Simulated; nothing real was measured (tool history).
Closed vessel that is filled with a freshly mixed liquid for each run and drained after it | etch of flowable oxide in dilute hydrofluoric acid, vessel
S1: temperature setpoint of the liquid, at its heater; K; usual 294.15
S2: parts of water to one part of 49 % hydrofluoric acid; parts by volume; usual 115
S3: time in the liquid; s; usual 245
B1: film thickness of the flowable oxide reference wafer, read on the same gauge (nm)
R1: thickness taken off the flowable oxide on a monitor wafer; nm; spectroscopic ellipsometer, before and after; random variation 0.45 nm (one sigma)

run 1 hour=0 | S1=292.65 S2=115 S3=245 | B1=129.99 | R1=52.66
run 2 hour=18.1 | S1=294.15 S2=145 S3=245 | B1=130.01 | R1=41.64
run 3 hour=33.8 | S1=294.15 S2=145 S3=245 | B1=130 | R1=42.35
run 4 hour=50.4 | S1=294.15 S2=145 S3=245 | B1=129.99 | R1=42.04
run 5 hour=70 | S1=294.15 S2=115 S3=245 | B1=130.02 | R1=56.18
run 6 hour=103.4 | S1=294.15 S2=115 S3=245 | B1=129.97 | R1=56.15
-- hour=126.6 thermometer replaced
run 7 hour=129.6 | S1=294.15 S2=115 S3=245 | B1=129.99 | R1=50.89
run 8 hour=145.3 | S1=294.15 S2=115 S3=245 | B1=130.03 | R1=51.76
-- hour=168.2 gauge calibrated
run 9 hour=178.8 | S1=294.15 S2=115 S3=245 | B1=129.99 | R1=52.58
-- hour=181.6 hydrofluoric acid flow meter replaced
run 10 hour=194.9 | S1=296.65 S2=170 S3=365 | B1=130 | R1=54.04
run 11 hour=212 | S1=290.15 S2=140 S3=140 | B1=130 | R1=19.91
run 12 hour=241.2 | S1=298.15 S2=65 S3=130 | B1=130.03 | R1=59.59
run 13 hour=272 | S1=296.65 S2=95 S3=390 | B1=130.05 | R1=111.81
run 14 hour=287.6 | S1=294.15 S2=115 S3=245 | B1=130.01 | R1=52.86
run 15 hour=317.2 | S1=294.15 S2=115 S3=185 | B1=130.01 | R1=39.2
run 16 hour=330 | S1=298.15 S2=60 S3=125 | B1=130 | R1=65.29
run 17 hour=352.2 | S1=294.15 S2=115 S3=340 | B1=130.04 | R1=73.05
run 18 hour=368.9 | S1=290.15 S2=75 S3=300 | B1=129.96 | R1=87.49
run 19 hour=396 | S1=294.15 S2=115 S3=245 | B1=130.01 | R1=52.53
run 20 hour=428.8 | S1=294.15 S2=115 S3=245 | B1=130.01 | R1=52.79
run 21 hour=459.9 | S1=294.15 S2=80 S3=375 | B1=130.04 | R1=122.94
run 22 hour=480.9 | S1=294.15 S2=90 S3=110 | B1=129.99 | R1=30.78
run 23 hour=508.4 | S1=294.15 S2=115 S3=245 | B1=130.02 | R1=53.25
run 24 hour=535.9 | S1=297.65 S2=150 S3=130 | B1=130.01 | R1=24.18
run 25 hour=566.1 | S1=294.15 S2=80 S3=245 | B1=129.97 | R1=80.46
run 26 hour=581.7 | S1=294.15 S2=115 S3=245 | B1=129.99 | R1=53.76
run 27 hour=601.4 | S1=292.65 S2=115 S3=130 | B1=129.99 | R1=26.58
run 28 hour=633.6 | S1=294.15 S2=150 S3=245 | B1=129.99 | R1=39.26
run 29 hour=648.7 | S1=294.15 S2=70 S3=130 | B1=129.99 | R1=50.1
run 30 hour=676.1 | S1=294.15 S2=165 S3=170 | B1=129.98 | R1=24.69
run 31 hour=711.2 | S1=294.15 S2=115 S3=245 | B1=130.01 | R1=52.95
run 32 hour=726.4 | S1=298.65 S2=140 S3=310 | B1=129.99 | R1=65.39
run 33 hour=745 | S1=298.65 S2=165 S3=205 | B1=130.02 | R1=35.4

Forecast each of these 4 alternatives for the next run:
run A hour=745.7 | S1=294.15 S2=115 S3=245 | B1=? | R1=?
run B hour=745.7 | S1=290.15 S2=95 S3=140 | B1=? | R1=?
run C hour=745.7 | S1=294.15 S2=75 S3=285 | B1=? | R1=?
run D hour=745.7 | S1=291.15 S2=145 S3=330 | B1=? | R1=?

run=A B1=129.97 R1=54.51
run=B B1=129.97 R1=32.77
run=C B1=129.97 R1=102
run=D B1=129.97 R1=49.99
Without the tool's unlogged condition, the same runs would have read:
run=A R1=51.13
run=B R1=30.64
run=C R1=95.51
run=D R1=46.86
